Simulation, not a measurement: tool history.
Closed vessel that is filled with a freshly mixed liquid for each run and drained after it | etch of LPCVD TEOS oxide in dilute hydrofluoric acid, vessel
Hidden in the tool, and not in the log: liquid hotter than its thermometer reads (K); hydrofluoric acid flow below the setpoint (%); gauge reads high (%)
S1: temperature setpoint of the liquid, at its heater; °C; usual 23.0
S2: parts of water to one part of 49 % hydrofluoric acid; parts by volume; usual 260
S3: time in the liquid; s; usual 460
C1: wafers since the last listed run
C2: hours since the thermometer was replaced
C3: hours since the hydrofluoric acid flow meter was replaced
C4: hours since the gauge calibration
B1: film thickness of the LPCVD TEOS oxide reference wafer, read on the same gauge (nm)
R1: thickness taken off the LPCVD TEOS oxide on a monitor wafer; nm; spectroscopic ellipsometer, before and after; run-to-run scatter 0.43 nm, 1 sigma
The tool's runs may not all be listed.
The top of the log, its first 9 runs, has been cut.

| run | hour | S1 | S2 | S3 | C1 | C2 | C3 | C4 | B1 | R1 |
|---|---|---|---|---|---|---|---|---|---|---|
| 10 | 400.4 | 23.0 | 260 | 460 | 2579 | 1229.4 | 1690.2 | 1179.9 | 120.00 | 47.17 |
| 11 | 467.2 | 23.0 | 260 | 460 | 6310 | 1296.2 | 1757.0 | 1246.7 | 120.02 | 47.28 |
| 12 | 528.1 | 23.0 | 260 | 605 | 5753 | 1357.1 | 1817.9 | 1307.6 | 119.99 | 61.69 |
| 13 | 582.0 | 23.0 | 260 | 225 | 5091 | 1411.0 | 1871.8 | 1361.5 | 120.00 | 23.26 |
| 14 | 634.8 | 23.0 | 215 | 460 | 4988 | 1463.8 | 1924.6 | 1414.3 | 119.98 | 59.08 |
|  | 657.8 | thermometer replaced |
|  | 663.9 | gauge calibrated |
| 15 | 691.0 | 23.0 | 260 | 460 | 5214 | 33.2 | 1980.8 | 27.1 | 119.98 | 46.91 |
| 16 | 754.0 | 23.0 | 260 | 660 | 5951 | 96.2 | 2043.8 | 90.1 | 120.01 | 65.80 |
| 17 | 800.9 | 23.0 | 260 | 625 | 4430 | 143.1 | 2090.7 | 137.0 | 120.00 | 62.98 |
|  | 823.0 | hydrofluoric acid flow meter replaced |
| 18 | 830.6 | 25.0 | 310 | 670 | 2711 | 172.8 | 7.6 | 166.7 | 119.99 | 65.32 |
| 19 | 868.0 | 23.0 | 365 | 460 | 3533 | 210.2 | 45.0 | 204.1 | 120.01 | 33.11 |
| 20 | 935.4 | 23.0 | 260 | 580 | 6367 | 277.6 | 112.4 | 271.5 | 119.99 | 64.72 |
| 21 | 967.8 | 20.5 | 385 | 725 | 3060 | 310.0 | 144.8 | 303.9 | 120.01 | 44.94 |
| 22 | 1029.8 | 20.0 | 260 | 240 | 5857 | 372.0 | 206.8 | 365.9 | 120.00 | 23.59 |
| 23 | 1094.2 | 23.0 | 260 | 620 | 6083 | 436.4 | 271.2 | 430.3 | 119.99 | 69.37 |
| 24 | 1156.2 | 23.0 | 260 | 320 | 5857 | 498.4 | 333.2 | 492.3 | 120.00 | 35.42 |
| 25 | 1215.7 | 21.0 | 320 | 210 | 5620 | 557.9 | 392.7 | 551.8 | 120.02 | 16.54 |
| 26 | 1279.3 | 19.5 | 260 | 185 | 6008 | 621.5 | 456.3 | 615.4 | 119.98 | 17.88 |
| 27 | 1347.4 | 23.0 | 260 | 460 | 6433 | 689.6 | 524.4 | 683.5 | 120.03 | 50.14 |
| 28 | 1393.4 | 26.0 | 260 | 460 | 4345 | 735.6 | 570.4 | 729.5 | 120.00 | 56.09 |
| 29 | 1422.9 | 23.0 | 260 | 460 | 2786 | 765.1 | 599.9 | 759.0 | 119.98 | 49.96 |
| 30 | 1472.1 | 21.0 | 260 | 460 | 4647 | 814.3 | 649.1 | 808.2 | 120.00 | 46.35 |
| 31 | 1503.7 | 23.0 | 260 | 460 | 2985 | 845.9 | 680.7 | 839.8 | 119.96 | 49.63 |
| 32 | 1527.9 | 23.0 | 155 | 460 | 2286 | 870.1 | 704.9 | 864.0 | 119.99 | 94.08 |

Forecast each of these 5 alternatives for the next run:
| A | 1528.7 | 23.0 | 260 | 200 | 75 | 870.9 | 705.7 | 864.8 | ? | ? |
| B | 1528.7 | 23.0 | 210 | 610 | 75 | 870.9 | 705.7 | 864.8 | ? | ? |
| C | 1528.7 | 20.0 | 260 | 690 | 75 | 870.9 | 705.7 | 864.8 | ? | ? |
| D | 1528.7 | 24.5 | 310 | 460 | 75 | 870.9 | 705.7 | 864.8 | ? | ? |
| E | 1528.7 | 25.0 | 260 | 615 | 75 | 870.9 | 705.7 | 864.8 | ? | ? |

| run | B1 | R1 |
|---|---|---|
| A | 120.01 | 21.58 |
| B | 120.01 | 85.84 |
| C | 120.01 | 66.75 |
| D | 120.01 | 41.73 |
| E | 120.01 | 71.24 |
What these runs would have given with no unlogged condition in the tool:
| run | R1 |
|---|---|
| A | 22.42 |
| B | 89.04 |
| C | 69.28 |
| D | 43.40 |
| E | 74.01 |

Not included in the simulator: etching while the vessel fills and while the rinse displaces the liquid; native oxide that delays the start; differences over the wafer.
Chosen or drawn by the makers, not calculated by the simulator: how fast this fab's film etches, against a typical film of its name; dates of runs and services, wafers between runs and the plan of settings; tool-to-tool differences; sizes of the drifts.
